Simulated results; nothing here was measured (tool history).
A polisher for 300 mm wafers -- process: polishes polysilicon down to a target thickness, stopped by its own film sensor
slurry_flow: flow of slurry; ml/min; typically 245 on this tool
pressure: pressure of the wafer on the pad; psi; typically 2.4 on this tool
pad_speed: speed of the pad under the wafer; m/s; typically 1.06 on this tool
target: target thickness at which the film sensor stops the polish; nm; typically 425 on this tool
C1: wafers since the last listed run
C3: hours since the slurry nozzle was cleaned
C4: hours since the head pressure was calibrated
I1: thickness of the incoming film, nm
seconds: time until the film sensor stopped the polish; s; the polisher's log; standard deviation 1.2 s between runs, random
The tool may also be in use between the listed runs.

Run 1, hour 0: usual settings but pad_speed 0.82 m/s; C1 0; wafers polished on this pad 1863; C3 186.3; C4 267.6; I1 1135.8. Result: seconds 158.5 s.
Run 2, hour 57.9: usual settings but pad_speed 1.28 m/s, target 572 nm; C1 439; wafers polished on this pad 2302; C3 244.2; C4 325.5; I1 1146.3. Result: seconds 80.9 s.
Run 3, hour 101.4: usual settings; C1 330; wafers polished on this pad 2633; C3 287.7; C4 369; I1 1110. Result: seconds 116.4 s.
Run 4, hour 156.8: usual settings but pad_speed 1.32 m/s; C1 420; wafers polished on this pad 3054; C3 343.1; C4 424.4; I1 1146.7. Result: seconds 98.7 s.
At hour 165.1: slurry nozzle cleaned.
At hour 204: worn pad replaced by a new one.
Run 5, hour 223.1: usual settings but pad_speed 0.76 m/s, target 529 nm; C1 465; wafers polished on this pad 145; C3 58; C4 490.7; I1 1130. Result: seconds 149.7 s.
Run 6, hour 281.4: usual settings but pad_speed 0.76 m/s, target 529 nm; C1 442; wafers polished on this pad 587; C3 116.3; C4 549; I1 1126. Result: seconds 154.1 s.
Run 7, hour 334.1: usual settings but pad_speed 0.76 m/s, target 529 nm; C1 400; wafers polished on this pad 988; C3 169; C4 601.7; I1 1135.1. Result: seconds 154.1 s.
Run 8, hour 364.3: usual settings but pressure 2 psi; C1 229; wafers polished on this pad 1217; C3 199.2; C4 631.9; I1 1118.3. Result: seconds 147.8 s.
Run 9, hour 411.7: usual settings but pressure 2 psi; C1 360; wafers polished on this pad 1577; C3 246.6; C4 679.3; I1 1122.9. Result: seconds 148.2 s.
Run 10, hour 445.1: usual settings but pressure 2 psi; C1 253; wafers polished on this pad 1831; C3 280; C4 712.7; I1 1128.5. Result: seconds 150.4 s.
Run 11, hour 478.2: usual settings; C1 251; wafers polished on this pad 2082; C3 313.1; C4 745.8; I1 1117.9. Result: seconds 132.6 s.
Run 12, hour 533.2: usual settings; C1 417; wafers polished on this pad 2500; C3 368.1; C4 800.8; I1 1142.7. Result: seconds 136.5 s.
At hour 578.5: slurry nozzle cleaned, repeated, since the last time left the tool worse.
Run 13, hour 603.6: usual settings but pressure 1.8 psi; C1 527; wafers polished on this pad 3027; C3 25.1; C4 871.2; I1 1117. Result: seconds 140.7 s.
At hour 629: worn pad replaced by a new one.
Run 14, hour 639.8: usual settings but pad_speed 0.86 m/s; C1 244; wafers polished on this pad 82; C3 61.3; C4 907.4; I1 1144.2. Result: seconds 146.2 s.
Run 15, hour 672.2: usual settings but pad_speed 0.86 m/s; C1 246; wafers polished on this pad 328; C3 93.7; C4 939.8; I1 1120. Result: seconds 144.6 s.
Run 16, hour 705.7: usual settings but pad_speed 0.86 m/s; C1 254; wafers polished on this pad 582; C3 127.2; C4 973.3; I1 1137.9. Result: seconds 144.3 s.
Run 17, hour 784.3: usual settings but slurry_flow 195 ml/min, pad_speed 0.8 m/s, target 255 nm; C1 597; wafers polished on this pad 1179; C3 205.8; C4 1051.9; I1 1134.6. Result: seconds 203.2 s.
At hour 804.5: head pressure recalibrated.
Run 18, hour 832.9: usual settings; C1 353; wafers polished on this pad 1533; C3 254.4; C4 28.4; I1 1149.9. Result: seconds 125.1 s.
Run 19, hour 886.2: usual settings; C1 404; wafers polished on this pad 1938; C3 307.7; C4 81.7; I1 1140.8. Result: seconds 118.2 s.
Run 20, hour 921.7: usual settings but slurry_flow 215 ml/min, pressure 2.8 psi, pad_speed 0.7 m/s, target 188 nm; C1 269; wafers polished on this pad 2208; C3 343.2; C4 117.2; I1 1145. Result: seconds 224.4 s.
Run 21, hour 967.2: usual settings but slurry_flow 215 ml/min, pad_speed 1.24 m/s; C1 345; wafers polished on this pad 2553; C3 388.7; C4 162.7; I1 1134.9. Result: seconds 104.4 s.
Run 22, hour 991.6: usual settings but slurry_flow 175 ml/min, pressure 3 psi, pad_speed 1.28 m/s; C1 185; wafers polished on this pad 2738; C3 413.1; C4 187.1; I1 1137.6. Result: seconds 90.1 s.
At hour 1024.5: slurry nozzle cleaned.
At hour 1054: worn pad replaced by a new one.
Run 23, hour 1058: usual settings but pressure 2.8 psi; C1 466; wafers polished on this pad 30; C3 33.5; C4 253.5; I1 1129.8. Result: seconds 106.3 s.
Run 24, hour 1088.5: usual settings; C1 231; wafers polished on this pad 261; C3 64; C4 284; I1 1115.6. Result: seconds 114 s.
Run 25, hour 1115.4: usual settings; C1 204; wafers polished on this pad 466; C3 90.9; C4 310.9; I1 1130.7. Result: seconds 119.1 s.
Run 26, hour 1168.1: usual settings; C1 400; wafers polished on this pad 866; C3 143.6; C4 363.6; I1 1137.4. Result: seconds 120.6 s.
Run 27, hour 1237.5: usual settings but pad_speed 1.28 m/s; C1 527; wafers polished on this pad 1393; C3 213; C4 433; I1 1147.3. Result: seconds 100.6 s.
Run 28, hour 1269.9: usual settings but pressure 2.9 psi, pad_speed 0.86 m/s; C1 246; wafers polished on this pad 1639; C3 245.4; C4 465.4; I1 1134.8. Result: seconds 128.1 s.
Run 29, hour 1314.7: usual settings but slurry_flow 175 ml/min, pressure 3.1 psi, pad_speed 1.42 m/s, target 572 nm; C1 340; wafers polished on this pad 1979; C3 290.2; C4 510.2; I1 1125.1. Result: seconds 60.6 s.
Run 30, hour 1363.9: usual settings but pad_speed 1.16 m/s; C1 373; wafers polished on this pad 2353; C3 339.4; C4 559.4; I1 1140.8. Result: seconds 110.6 s.
Run 31, hour 1388.4: usual settings; C1 186; wafers polished on this pad 2539; C3 363.9; C4 583.9; I1 1143.6. Result: seconds 122.4 s.
At hour 1431.3: slurry nozzle cleaned.
At hour 1434.1: worn pad replaced by a new one.
Run 32, hour 1434.6: usual settings but slurry_flow 320 ml/min, pressure 1.8 psi, pad_speed 0.76 m/s, target 279 nm; C1 322; wafers polished on this pad 3; C3 3.3; C4 630.1; I1 1133.7. Result: seconds 227.2 s.
Run 33, hour 1491.1: usual settings but pressure 3 psi, pad_speed 1.3 m/s; C1 429; wafers polished on this pad 433; C3 59.8; C4 686.6; I1 1132.9. Result: seconds 82.9 s.
Run 34, hour 1524.2: usual settings; C1 251; wafers polished on this pad 684; C3 92.9; C4 719.7; I1 1130.9. Result: seconds 118.3 s.
Run 35, hour 1594.6: usual settings but slurry_flow 280 ml/min, target 576 nm; C1 534; wafers polished on this pad 1219; C3 163.3; C4 790.1; I1 1118.9. Result: seconds 90.2 s.
Run 36, hour 1656.8: usual settings but slurry_flow 190 ml/min, pressure 2.7 psi, pad_speed 0.92 m/s, target 310 nm; C1 472; wafers polished on this pad 1691; C3 225.5; C4 852.3; I1 1145.4. Result: seconds 153.6 s.
Run 37, hour 1700.8: usual settings; C1 334; wafers polished on this pad 2025; C3 269.5; C4 896.3; I1 1139.6. Result: seconds 123.5 s.

Consider 4 possible next runs. They are alternatives, not a sequence: every one starts from the tool as it was left by run 37. What does each give?
Run A, hour 1701.3: usual settings but slurry_flow 270 ml/min; C1 3; wafers polished on this pad 2029; C3 270; C4 896.8; I1 1143.7. Result: seconds ?.
Run B, hour 1701.3: usual settings but pressure 2.1 psi, pad_speed 0.8 m/s, target 192 nm; C1 3; wafers polished on this pad 2029; C3 270; C4 896.8; I1 1143.7. Result: seconds ?.
Run C, hour 1701.3: usual settings but pad_speed 1.38 m/s, target 192 nm; C1 3; wafers polished on this pad 2029; C3 270; C4 896.8; I1 1143.7. Result: seconds ?.
Run D, hour 1701.3: usual settings but target 352 nm; C1 3; wafers polished on this pad 2029; C3 270; C4 896.8; I1 1143.7. Result: seconds ?.

run  seconds
  A      121
  B    236.3
  C    124.8
  D    135.1
With no hidden state in the tool, these same runs would have given:
run  seconds
  A    117.8
  B    229.4
  C    121.2
  D    131.2
